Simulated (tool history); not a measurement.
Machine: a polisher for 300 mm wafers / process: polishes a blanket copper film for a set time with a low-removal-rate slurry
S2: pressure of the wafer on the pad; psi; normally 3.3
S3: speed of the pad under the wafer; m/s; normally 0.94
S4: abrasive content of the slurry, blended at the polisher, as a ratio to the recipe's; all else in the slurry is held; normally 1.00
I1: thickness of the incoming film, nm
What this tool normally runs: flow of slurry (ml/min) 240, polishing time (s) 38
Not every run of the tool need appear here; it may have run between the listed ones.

run 1 day=0.000 | flow_of_slurry_(ml/min)=240 S2=3.3 S3=0.94 S4=1.15 polishing_time_(s)=38 | I1=1335.0 | film_removed_(Å)=1329
run 2 day=0.679 | flow_of_slurry_(ml/min)=240 S2=3.3 S3=0.94 S4=1.15 polishing_time_(s)=38 | I1=1325.9 | film_removed_(Å)=1331
run 3 day=1.204 | flow_of_slurry_(ml/min)=240 S2=3.3 S3=0.94 S4=1.00 polishing_time_(s)=38 | I1=1341.8 | film_removed_(Å)=1263
run 4 day=1.921 | flow_of_slurry_(ml/min)=240 S2=3.3 S3=0.94 S4=1.00 polishing_time_(s)=38 | I1=1359.9 | film_removed_(Å)=1264
-- day=2.133 worn pad replaced by a new one
run 5 day=2.454 | flow_of_slurry_(ml/min)=240 S2=3.3 S3=0.94 S4=1.00 polishing_time_(s)=38 | I1=1340.3 | film_removed_(Å)=1234
run 6 day=3.171 | flow_of_slurry_(ml/min)=240 S2=3.3 S3=0.94 S4=1.00 polishing_time_(s)=38 | I1=1314.9 | film_removed_(Å)=1253
run 7 day=4.558 | flow_of_slurry_(ml/min)=240 S2=3.3 S3=0.94 S4=1.00 polishing_time_(s)=38 | I1=1322.0 | film_removed_(Å)=1252
run 8 day=4.900 | flow_of_slurry_(ml/min)=240 S2=3.3 S3=0.94 S4=1.00 polishing_time_(s)=38 | I1=1327.8 | film_removed_(Å)=1229
run 9 day=5.500 | flow_of_slurry_(ml/min)=240 S2=4.0 S3=0.94 S4=0.80 polishing_time_(s)=38 | I1=1356.0 | film_removed_(Å)=1407
-- day=5.738 worn pad replaced by a new one
run 10 day=6.125 | flow_of_slurry_(ml/min)=240 S2=4.0 S3=0.94 S4=0.80 polishing_time_(s)=38 | I1=1364.1 | film_removed_(Å)=1404
-- day=7.258 head pressure recalibrated
run 11 day=7.858 | flow_of_slurry_(ml/min)=240 S2=4.0 S3=0.94 S4=0.80 polishing_time_(s)=38 | I1=1330.8 | film_removed_(Å)=1391
run 12 day=8.371 | flow_of_slurry_(ml/min)=240 S2=3.3 S3=0.94 S4=1.00 polishing_time_(s)=38 | I1=1322.5 | film_removed_(Å)=1223
-- day=9.088 worn pad replaced by a new one
run 13 day=9.108 | flow_of_slurry_(ml/min)=240 S2=3.3 S3=0.94 S4=1.00 polishing_time_(s)=47 | I1=1339.1 | film_removed_(Å)=1521
run 14 day=9.742 | flow_of_slurry_(ml/min)=240 S2=3.3 S3=0.94 S4=1.00 polishing_time_(s)=47 | I1=1338.6 | film_removed_(Å)=1543
run 15 day=10.167 | flow_of_slurry_(ml/min)=310 S2=3.3 S3=0.94 S4=1.00 polishing_time_(s)=38 | I1=1347.2 | film_removed_(Å)=1289
-- day=10.400 slurry blender recalibrated
run 16 day=10.642 | flow_of_slurry_(ml/min)=240 S2=3.3 S3=0.94 S4=1.10 polishing_time_(s)=46 | I1=1328.1 | film_removed_(Å)=1556
-- day=10.696 slurry nozzle cleaned
run 17 day=11.342 | flow_of_slurry_(ml/min)=240 S2=4.3 S3=0.94 S4=1.00 polishing_time_(s)=29 | I1=1359.0 | film_removed_(Å)=1148
run 18 day=11.904 | flow_of_slurry_(ml/min)=275 S2=3.3 S3=1.18 S4=1.00 polishing_time_(s)=43 | I1=1327.1 | film_removed_(Å)=1703
-- day=12.433 worn pad replaced by a new one
run 19 day=12.454 | flow_of_slurry_(ml/min)=180 S2=2.5 S3=0.94 S4=1.00 polishing_time_(s)=38 | I1=1369.9 | film_removed_(Å)=827
run 20 day=12.758 | flow_of_slurry_(ml/min)=240 S2=3.3 S3=0.94 S4=1.00 polishing_time_(s)=38 | I1=1330.7 | film_removed_(Å)=1158
run 21 day=13.429 | flow_of_slurry_(ml/min)=310 S2=3.3 S3=0.94 S4=1.00 polishing_time_(s)=38 | I1=1322.2 | film_removed_(Å)=1209
run 22 day=13.688 | flow_of_slurry_(ml/min)=240 S2=2.5 S3=0.94 S4=1.00 polishing_time_(s)=38 | I1=1324.6 | film_removed_(Å)=885
-- day=15.183 slurry nozzle cleaned, repeated, since the last time left the tool worse
run 23 day=15.250 | flow_of_slurry_(ml/min)=240 S2=2.1 S3=1.12 S4=0.90 polishing_time_(s)=38 | I1=1332.5 | film_removed_(Å)=973
-- day=16.104 worn pad replaced by a new one
run 24 day=16.479 | flow_of_slurry_(ml/min)=240 S2=3.3 S3=0.94 S4=0.85 polishing_time_(s)=48 | I1=1339.3 | film_removed_(Å)=1515
run 25 day=16.771 | flow_of_slurry_(ml/min)=240 S2=3.3 S3=0.94 S4=1.10 polishing_time_(s)=46 | I1=1362.5 | film_removed_(Å)=1583
run 26 day=17.288 | flow_of_slurry_(ml/min)=310 S2=3.3 S3=0.76 S4=1.00 polishing_time_(s)=38 | I1=1337.5 | film_removed_(Å)=1064
run 27 day=17.842 | flow_of_slurry_(ml/min)=215 S2=3.3 S3=0.84 S4=1.00 polishing_time_(s)=38 | I1=1339.4 | film_removed_(Å)=1097
run 28 day=18.558 | flow_of_slurry_(ml/min)=240 S2=3.3 S3=1.16 S4=0.75 polishing_time_(s)=44 | I1=1362.3 | film_removed_(Å)=1618
run 29 day=19.258 | flow_of_slurry_(ml/min)=215 S2=4.2 S3=0.84 S4=0.75 polishing_time_(s)=38 | I1=1321.0 | film_removed_(Å)=1284

Subtracting, for every run, the result it would have given without the tool's unlogged condition from the measured result gives the following. The same run-to-run variation enters both numbers; the gauge's scatter may not:
Hidden state present: removal rate lost through wear of the pad, %; slurry flow missing at the pad, %; deviation of the head's pressure from its setpoint, %; abrasive missing from the slurry, %.
run=1 film_removed_(Å)=-9
run=2 film_removed_(Å)=-15
run=3 film_removed_(Å)=-17
run=4 film_removed_(Å)=-21
run=5 film_removed_(Å)=-24
run=6 film_removed_(Å)=-28
run=7 film_removed_(Å)=-34
run=8 film_removed_(Å)=-33
run=9 film_removed_(Å)=-40
run=10 film_removed_(Å)=-43
run=11 film_removed_(Å)=-46
run=12 film_removed_(Å)=-41
run=13 film_removed_(Å)=-52
run=14 film_removed_(Å)=-53
run=15 film_removed_(Å)=-35
run=16 film_removed_(Å)=-55
run=17 film_removed_(Å)=-104
run=18 film_removed_(Å)=-150
run=19 film_removed_(Å)=-127
run=20 film_removed_(Å)=-136
run=21 film_removed_(Å)=-119
run=22 film_removed_(Å)=-117
run=23 film_removed_(Å)=-4
run=24 film_removed_(Å)=-19
run=25 film_removed_(Å)=-23
run=26 film_removed_(Å)=-14
run=27 film_removed_(Å)=-25
run=28 film_removed_(Å)=-38
run=29 film_removed_(Å)=-38

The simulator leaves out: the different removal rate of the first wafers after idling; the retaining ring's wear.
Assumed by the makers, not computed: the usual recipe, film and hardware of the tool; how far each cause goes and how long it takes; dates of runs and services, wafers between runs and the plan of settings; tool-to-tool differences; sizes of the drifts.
